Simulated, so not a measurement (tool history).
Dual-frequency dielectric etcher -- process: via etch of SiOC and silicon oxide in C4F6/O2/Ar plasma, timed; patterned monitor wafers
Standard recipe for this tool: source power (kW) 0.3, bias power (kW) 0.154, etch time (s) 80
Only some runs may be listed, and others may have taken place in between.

| run | hour | source power (kW) | bias power (kW) | etch time (s) | read-back reference wafer on the same gauge, depth_nm | mean etch depth across the wafer (angstrom) |
|---|---|---|---|---|---|---|
| 1 | 0 | 0.3 | 0.174 | 80 | 74.4 | 800 |
| 2 | 11.3 | 0.3 | 0.174 | 80 | 74.4 | 801 |
| 3 | 26.8 | 0.3 | 0.154 | 80 | 74.4 | 757 |
| 4 | 39.4 | 0.24 | 0.179 | 80 | 74.4 | 728 |
| 5 | 54.4 | 0.3 | 0.131 | 80 | 74.4 | 703 |
| 6 | 61.2 | 0.3 | 0.131 | 80 | 74.4 | 703 |
| 7 | 73.7 | 0.3 | 0.154 | 97 | 74.4 | 923 |
|  | 92.1 | gauge calibrated |
|  | 102.9 | upper electrode replaced |
| 8 | 103.4 | 0.3 | 0.154 | 80 | 74.4 | 761 |
| 9 | 103.8 | 0.3 | 0.154 | 80 | 74.4 | 760 |
| 10 | 109.9 | 0.3 | 0.154 | 80 | 74.4 | 759 |
|  | 115.7 | source power generator calibrated |
| 11 | 122 | 0.3 | 0.154 | 80 | 74.4 | 758 |
| 12 | 131.5 | 0.33 | 0.128 | 65 | 74.4 | 593 |
| 13 | 139.3 | 0.3 | 0.154 | 80 | 74.4 | 759 |
|  | 149.8 | bias power generator calibrated |
|  | 169.5 | wet clean of the chamber |
| 14 | 170 | 0.35 | 0.183 | 98 | 74.4 | 1064 |
| 15 | 170.3 | 0.33 | 0.126 | 72 | 74.4 | 641 |
| 16 | 177 | 0.26 | 0.127 | 68.5 | 74.4 | 542 |
| 17 | 184.5 | 0.23 | 0.154 | 90.5 | 74.4 | 738 |
| 18 | 191.3 | 0.3 | 0.183 | 80 | 74.4 | 807 |
| 19 | 202.1 | 0.34 | 0.127 | 102.5 | 74.4 | 932 |

For run 20, what comes out?
| 20 | 214.8 | 0.3 | 0.154 | 80 | ? | ? |

Logged for run 20: read-back reference wafer on the same gauge, depth_nm 74.4, mean etch depth across the wafer (angstrom) 747.
On a tool with no hidden condition, and with the same random variation, this run would have come out at mean etch depth across the wafer (angstrom) 748.
